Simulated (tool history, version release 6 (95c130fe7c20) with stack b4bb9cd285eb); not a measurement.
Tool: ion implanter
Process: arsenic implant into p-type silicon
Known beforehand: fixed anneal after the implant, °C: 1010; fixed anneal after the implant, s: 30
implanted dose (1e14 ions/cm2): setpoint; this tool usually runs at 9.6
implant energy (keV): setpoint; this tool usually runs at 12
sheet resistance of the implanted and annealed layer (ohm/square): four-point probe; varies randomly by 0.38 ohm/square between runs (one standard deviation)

run	hour	implanted dose (1e14 ions/cm2)	implant energy (keV)	read-back reference wafer on the same gauge, sheet resistance	sheet resistance of the implanted and annealed layer (ohm/square)
1	0	9.6	10.5	139.97	140.57
2	46.8	9.6	12	140.06	139.73
3	259.7	9.6	12	139.91	138.83
4	299.6	9.6	12	139.96	138.44
5	331.2	9.6	12	139.97	138.8
6	400.7	9.6	12	139.97	138.55
7	455.6	9.6	12	140.21	138.38
8	488	9.6	12	139.95	138.08
9	532.3	9.6	12	139.94	138.33
10	594.7	9.6	12	139.93	137.08
11	643.3	9.6	12	139.97	137.63
12	670.3	9.6	12	139.92	137.42
# hour 709.7: gauge calibrated
13	712.3	9.6	13	139.99	136
14	741.9	9.6	13	139.98	136.11
15	806.2	9.6	13	140	135.08
16	1011.4	9.6	12	140.03	135.63
17	1063.7	9.6	12	139.87	135.72
18	1131.3	9.6	9.5	139.98	137.73
19	1198.2	11.87	13	139.87	120.27
# hour 1209.4: Faraday cup replaced and dose calibrated
# hour 1237.5: extraction supply calibrated
20	1238	10.82	8.5	140.09	135.23
21	1294.3	9.6	12	139.88	139
22	1363.9	10.89	12	139.92	129.88
23	1399.2	11.18	8	139.99	134.12
24	1449.1	10.67	9.5	140.02	134.5

What will run 25 give?
25	1476.8	12.32	8	?	?

read-back reference wafer on the same gauge, sheet resistance: 140.05
sheet resistance of the implanted and annealed layer (ohm/square): 127.32
Were there no unlogged condition in the tool, this run, its random variation unchanged, would have produced sheet resistance of the implanted and annealed layer (ohm/square) 127.42.

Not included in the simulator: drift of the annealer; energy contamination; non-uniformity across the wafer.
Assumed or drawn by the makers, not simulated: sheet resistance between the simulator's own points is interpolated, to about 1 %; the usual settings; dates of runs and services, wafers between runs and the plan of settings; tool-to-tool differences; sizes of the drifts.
